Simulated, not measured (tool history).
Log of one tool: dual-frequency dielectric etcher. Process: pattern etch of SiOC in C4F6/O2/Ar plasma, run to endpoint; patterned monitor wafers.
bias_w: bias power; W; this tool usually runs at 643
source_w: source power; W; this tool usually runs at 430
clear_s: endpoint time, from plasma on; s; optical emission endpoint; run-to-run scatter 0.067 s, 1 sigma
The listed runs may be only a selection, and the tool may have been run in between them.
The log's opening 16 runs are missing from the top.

run,hour,bias_w,source_w,"incoming incoming film thickness, nm",clear_s
17,370.6,643,430,47.36,14.4
18,392.5,523,510,47.28,13.8
19,406.3,700,430,47.38,13.9
# hour 435.4: upper electrode replaced
20,438.8,643,350,46.93,15.7
21,468.2,768,430,47.14,13.4
22,492.6,556,530,47.12,13.4
23,506.5,643,400,47.36,14.7
# hour 545.8: wet clean of the chamber
24,546.3,542,490,46.77,14.1
25,575.2,777,340,47.51,15.5
26,588.8,796,490,47.08,12.8
27,609.6,643,430,47.31,14.5
28,636.4,722,430,46.72,13.9
29,692.7,767,380,47.36,14.5
30,719.7,598,530,47.03,13.3
31,753.1,693,330,47.25,16.2
32,773,643,430,47.21,14.4
33,795.8,533,390,47.1,15.7
34,828.9,500,480,47.22,14.4
35,850.3,760,480,47.51,13
36,884.4,643,430,47.24,14.4

Forecast each of these 3 alternatives for the next run:
A,884.8,643,430,47.51,?
B,884.8,498,380,47.51,?
C,884.8,602,350,47.51,?

run,clear_s
A,14.3
B,16.3
C,16.2
Without the tool's hidden state the same runs would have given:
run,clear_s
A,14.5
B,16.5
C,16.4
